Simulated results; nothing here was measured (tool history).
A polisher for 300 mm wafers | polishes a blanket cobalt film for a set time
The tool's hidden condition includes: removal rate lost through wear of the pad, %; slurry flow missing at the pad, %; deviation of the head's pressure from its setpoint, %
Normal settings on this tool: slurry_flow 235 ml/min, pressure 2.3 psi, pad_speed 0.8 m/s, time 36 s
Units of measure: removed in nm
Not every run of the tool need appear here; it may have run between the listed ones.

| run | hour | slurry_flow | pressure | pad_speed | time | wafers since the last listed run | wafers polished on this pad | hours since the slurry nozzle was cleaned | hours since the head pressure was calibrated | incoming thickness of the incoming film, nm | removed |
|---|---|---|---|---|---|---|---|---|---|---|---|
| 1 | 0 | 235 | 2.3 | 0.8 | 29 | 0 | 284 | 280.2 | 385.5 | 879 | 141 |
| 2 | 40.9 | 235 | 2.3 | 0.8 | 29 | 345 | 629 | 321.1 | 426.4 | 856.4 | 141.2 |
| 3 | 127.1 | 235 | 2.3 | 0.8 | 29 | 727 | 1357 | 407.3 | 512.6 | 868.8 | 141 |
| 4 | 210.3 | 180 | 2.3 | 0.8 | 36 | 702 | 2059 | 490.5 | 595.8 | 860.1 | 175.5 |
|  | 246.7 | worn pad replaced by a new one |
| 5 | 263.5 | 180 | 2.3 | 0.8 | 36 | 415 | 141 | 543.7 | 649 | 861.7 | 173 |
|  | 278.5 | slurry nozzle cleaned |
| 6 | 319.7 | 235 | 2.3 | 0.8 | 36 | 465 | 607 | 41.2 | 705.2 | 853 | 177.8 |
| 7 | 379.4 | 235 | 2.3 | 0.8 | 36 | 503 | 1110 | 100.9 | 764.9 | 865.3 | 174.6 |
| 8 | 423.1 | 235 | 2.3 | 0.8 | 36 | 368 | 1479 | 144.6 | 808.6 | 862.6 | 174.9 |
|  | 512.7 | worn pad replaced by a new one |
| 9 | 513.2 | 235 | 2.3 | 0.8 | 36 | 726 | 4 | 234.7 | 898.7 | 861.3 | 179.2 |
| 10 | 546.3 | 235 | 2.3 | 0.8 | 36 | 279 | 283 | 267.8 | 931.8 | 868 | 178.7 |
| 11 | 589.2 | 235 | 2.3 | 0.8 | 36 | 361 | 645 | 310.7 | 974.7 | 865.4 | 176.3 |
| 12 | 640.7 | 180 | 2.3 | 0.8 | 41 | 434 | 1079 | 362.2 | 1026.2 | 877.3 | 197.6 |
| 13 | 690.7 | 235 | 1.6 | 0.8 | 36 | 421 | 1501 | 412.2 | 1076.2 | 886.3 | 121.8 |
| 14 | 743.6 | 235 | 2.3 | 0.58 | 36 | 446 | 1948 | 465.1 | 1129.1 | 853.8 | 134.8 |
|  | 792 | worn pad replaced by a new one |
|  | 843.3 | slurry nozzle cleaned |
| 15 | 851.3 | 305 | 2.3 | 0.92 | 29 | 866 | 491 | 8 | 1236.8 | 872.2 | 163.3 |
| 16 | 890.5 | 235 | 2.3 | 0.8 | 36 | 330 | 822 | 47.2 | 1276 | 870.3 | 175.7 |
|  | 1095.4 | worn pad replaced by a new one |
|  | 1095.8 | head pressure recalibrated |
| 17 | 1140.1 | 235 | 2.3 | 0.8 | 36 | 2068 | 373 | 296.8 | 44.3 | 879.6 | 176 |
| 18 | 1223.3 | 235 | 2.3 | 0.62 | 36 | 702 | 1075 | 380 | 127.5 | 861.5 | 141.9 |
| 19 | 1283.8 | 235 | 2.3 | 0.9 | 31 | 510 | 1586 | 440.5 | 188 | 869.9 | 170.2 |
|  | 1387 | worn pad replaced by a new one |
| 20 | 1387.5 | 235 | 2.3 | 0.8 | 36 | 841 | 3 | 544.2 | 291.7 | 878.1 | 177 |
|  | 1395.1 | slurry nozzle cleaned |
| 21 | 1457.9 | 235 | 2.3 | 0.8 | 32 | 585 | 589 | 62.8 | 362.1 | 870.2 | 154.3 |
| 22 | 1554.7 | 255 | 2.6 | 0.8 | 27 | 816 | 1406 | 159.6 | 458.9 | 886 | 151.9 |

Consider 5 possible next runs. They are alternatives, not a sequence: every one starts from the tool as it was left by run 22. What does each give?
| A | 1555.1 | 235 | 2.3 | 0.8 | 36 | 3 | 1409 | 160 | 459.3 | 865.8 | ? |
| B | 1555.1 | 170 | 1.5 | 0.56 | 40 | 3 | 1409 | 160 | 459.3 | 865.8 | ? |
| C | 1555.1 | 295 | 2.3 | 0.62 | 36 | 3 | 1409 | 160 | 459.3 | 865.8 | ? |
| D | 1555.1 | 205 | 2.3 | 1.04 | 36 | 3 | 1409 | 160 | 459.3 | 865.8 | ? |
| E | 1555.1 | 235 | 2.9 | 0.8 | 36 | 3 | 1409 | 160 | 459.3 | 865.8 | ? |

| run | removed |
|---|---|
| A | 177.4 |
| B | 94.2 |
| C | 146.3 |
| D | 219.8 |
| E | 223.7 |
What these runs would have given with no unlogged condition in the tool:
| run | removed |
|---|---|
| A | 177.4 |
| B | 94.2 |
| C | 146.3 |
| D | 219.8 |
| E | 223.7 |
